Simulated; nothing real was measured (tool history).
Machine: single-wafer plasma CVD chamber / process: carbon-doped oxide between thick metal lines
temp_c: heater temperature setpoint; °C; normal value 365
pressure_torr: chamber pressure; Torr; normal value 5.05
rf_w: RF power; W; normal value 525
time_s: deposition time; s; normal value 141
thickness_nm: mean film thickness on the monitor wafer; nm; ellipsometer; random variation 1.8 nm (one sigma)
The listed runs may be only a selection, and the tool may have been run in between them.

run	hour	temp_c	pressure_torr	rf_w	time_s	read-back reference wafer on the same gauge, thickness_nm	thickness_nm
1	0	365	5.05	445	141	806.278	632.559
2	8.5	365	5.05	445	141	805.778	629.419
3	18.2	365	5.42	525	141	806.294	685.458
4	30.2	365	5.42	525	141	806.667	689.388
5	46.8	365	5.42	525	141	805.997	684.212
6	59.5	365	5.05	525	141	806.171	680.1
7	68.4	365	5.05	525	141	806.01	679.94
8	81.4	365	5.05	525	141	806.249	681.18
# hour 94.5: RF generator calibrated
9	98	365	5.05	565	141	806.258	691.039
10	111.6	365	5.05	525	141	806.283	666.573
11	118.8	365	5.05	525	141	806.14	668.08
# hour 130: gauge calibrated
# hour 135.4: RF generator calibrated, repeated, since the last time left the tool worse
# hour 143.4: capacitance manometer re-zeroed and calibrated
12	143.9	365	5.05	525	141	805.948	699.927
13	147.5	365	5.05	525	141	806.271	703.827
14	159.2	365	5.05	525	141	805.658	699.226
15	169.6	358	4.36	525	113	806.446	559.922
16	178.5	365	5.37	525	169	806.373	845.027
17	191.1	359	5.43	525	141	805.615	717.817
# hour 212: showerhead replaced
18	212.5	365	5.05	525	141	806.357	697.682
# hour 230.7: thermocouple changed; heater temperature recalibrated
19	231.2	377	6.16	445	121	806.084	552.8
20	231.5	365	4.71	600	127	806.253	660.33
21	246.2	365	4.68	525	127	805.916	622.774
22	260.6	365	5.05	525	131	806.085	648.559
23	276.3	365	5.05	525	141	805.887	698.823
24	292.5	365	5.05	525	141	806.186	695.176

3 ways to go on from here, each from the tool as it stands after run 24. What would each give?
A	292.9	365	5.05	525	141	?	?
B	292.9	379	5.05	560	113	?	?
C	292.9	365	6.17	525	121	?	?

run	read-back reference wafer on the same gauge, thickness_nm	thickness_nm
A	806.083	695.203
B	806.083	556.559
C	806.083	611.343
With the hidden condition removed and each run's random variation left untouched, the same runs would have given:
run	thickness_nm
A	699.451
B	559.929
C	615.079

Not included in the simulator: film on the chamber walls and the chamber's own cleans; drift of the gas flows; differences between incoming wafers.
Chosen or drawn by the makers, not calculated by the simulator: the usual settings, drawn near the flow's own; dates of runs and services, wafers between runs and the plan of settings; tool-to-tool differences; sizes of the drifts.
